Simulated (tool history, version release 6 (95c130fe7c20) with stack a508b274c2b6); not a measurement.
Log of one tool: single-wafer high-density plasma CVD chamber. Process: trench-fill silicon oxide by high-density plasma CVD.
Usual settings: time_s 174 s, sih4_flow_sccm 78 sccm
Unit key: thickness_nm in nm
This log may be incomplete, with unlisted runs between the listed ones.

| run | day | time_s | sih4_flow_sccm | wafers since the last listed run | hours since the silane flow controller was replaced | hours since the gauge calibration | read-back reference wafer on the same gauge, thickness_nm | thickness_nm |
|---|---|---|---|---|---|---|---|---|
| 1 | 0 | 174 | 71 | 0 | 2265.3 | 441.4 | 1599.779 | 1347.236 |
| 2 | 1.267 | 174 | 71 | 243 | 2295.7 | 471.8 | 1599.753 | 1345.643 |
| 3 | 3.754 | 174 | 71 | 477 | 2355.4 | 531.5 | 1599.761 | 1341.875 |
| 4 | 5.721 | 174 | 78 | 377 | 2402.6 | 578.7 | 1599.021 | 1483.93 |
| 5 | 7.25 | 150 | 78 | 293 | 2439.3 | 615.4 | 1599.837 | 1273.832 |
| 6 | 8.533 | 150 | 78 | 246 | 2470.1 | 646.2 | 1600.004 | 1279.998 |
| 7 | 10.538 | 150 | 78 | 384 | 2518.2 | 694.3 | 1600.845 | 1277.199 |
| 8 | 12.262 | 174 | 78 | 331 | 2559.6 | 735.7 | 1600.372 | 1480.809 |
| 9 | 18.375 | 165 | 78 | 1172 | 2706.3 | 882.4 | 1599.596 | 1406.007 |
| 10 | 20.5 | 165 | 78 | 407 | 2757.3 | 933.4 | 1599.258 | 1406.916 |
| 11 | 21.767 | 174 | 78 | 243 | 2787.7 | 963.8 | 1599.632 | 1481.735 |
| 12 | 24.233 | 174 | 78 | 473 | 2846.9 | 1023 | 1599.299 | 1483.948 |
| 13 | 26.096 | 174 | 78 | 357 | 2891.6 | 1067.7 | 1600.215 | 1483.923 |
| 14 | 27.504 | 174 | 78 | 270 | 2925.4 | 1101.5 | 1600.303 | 1485.553 |
|  | 29.067 | gauge calibrated |
| 15 | 30.333 | 174 | 78 | 542 | 2993.3 | 30.4 | 1599.635 | 1482.684 |
| 16 | 31.908 | 174 | 78 | 302 | 3031.1 | 68.2 | 1599.68 | 1478.149 |
| 17 | 33.092 | 160 | 84 | 227 | 3059.5 | 96.6 | 1600.105 | 1461.977 |
| 18 | 35.167 | 160 | 84 | 398 | 3109.3 | 146.4 | 1599.827 | 1471.99 |
| 19 | 36.733 | 160 | 84 | 300 | 3146.9 | 184 | 1599.642 | 1471.687 |
| 20 | 39.1 | 174 | 78 | 454 | 3203.7 | 240.8 | 1599.737 | 1476.801 |
| 21 | 47.692 | 174 | 78 | 1648 | 3409.9 | 447 | 1599.814 | 1491.386 |
| 22 | 50.675 | 190 | 83 | 572 | 3481.5 | 518.6 | 1600.161 | 1714.96 |
| 23 | 52.008 | 174 | 73 | 255 | 3513.5 | 550.6 | 1599.366 | 1383.6 |
| 24 | 53.938 | 174 | 63 | 370 | 3559.8 | 596.9 | 1599.291 | 1191.53 |
| 25 | 56.421 | 174 | 78 | 476 | 3619.4 | 656.5 | 1600.2 | 1481.953 |
| 26 | 58.979 | 183 | 74 | 490 | 3680.8 | 717.9 | 1600.048 | 1478.801 |
| 27 | 61.517 | 174 | 93 | 486 | 3741.7 | 778.8 | 1599.627 | 1771.453 |
| 28 | 62.804 | 145 | 78 | 247 | 3772.6 | 809.7 | 1600.52 | 1232.634 |
| 29 | 63.95 | 163 | 84 | 219 | 3800.1 | 837.2 | 1599.863 | 1489.863 |
|  | 64.596 | silane flow controller replaced |
| 30 | 65.267 | 148 | 78 | 188 | 16.1 | 868.8 | 1599.846 | 1258.293 |
| 31 | 68.171 | 174 | 82 | 557 | 85.8 | 938.5 | 1599.971 | 1558.144 |
| 32 | 70.221 | 200 | 78 | 393 | 135 | 987.7 | 1600.146 | 1695.441 |
| 33 | 72.692 | 174 | 78 | 474 | 194.3 | 1047 | 1600.639 | 1475.41 |
| 34 | 73.888 | 174 | 78 | 229 | 223 | 1075.7 | 1599.38 | 1478.442 |
| 35 | 76.233 | 184 | 90 | 450 | 279.3 | 1132 | 1599.982 | 1799.416 |
| 36 | 77.275 | 190 | 83 | 199 | 304.3 | 1157 | 1599.884 | 1721.002 |

Estimate the outcome of run 37 from the log above:
| 37 | 80.112 | 140 | 83 | 544 | 372.4 | 1225.1 | ? | ? |

Logged for run 37: read-back reference wafer on the same gauge, thickness_nm 1599.849, thickness_nm 1272.51 nm.
Minus the tool's unlogged condition, the same run would have read thickness_nm 1272.51 nm.

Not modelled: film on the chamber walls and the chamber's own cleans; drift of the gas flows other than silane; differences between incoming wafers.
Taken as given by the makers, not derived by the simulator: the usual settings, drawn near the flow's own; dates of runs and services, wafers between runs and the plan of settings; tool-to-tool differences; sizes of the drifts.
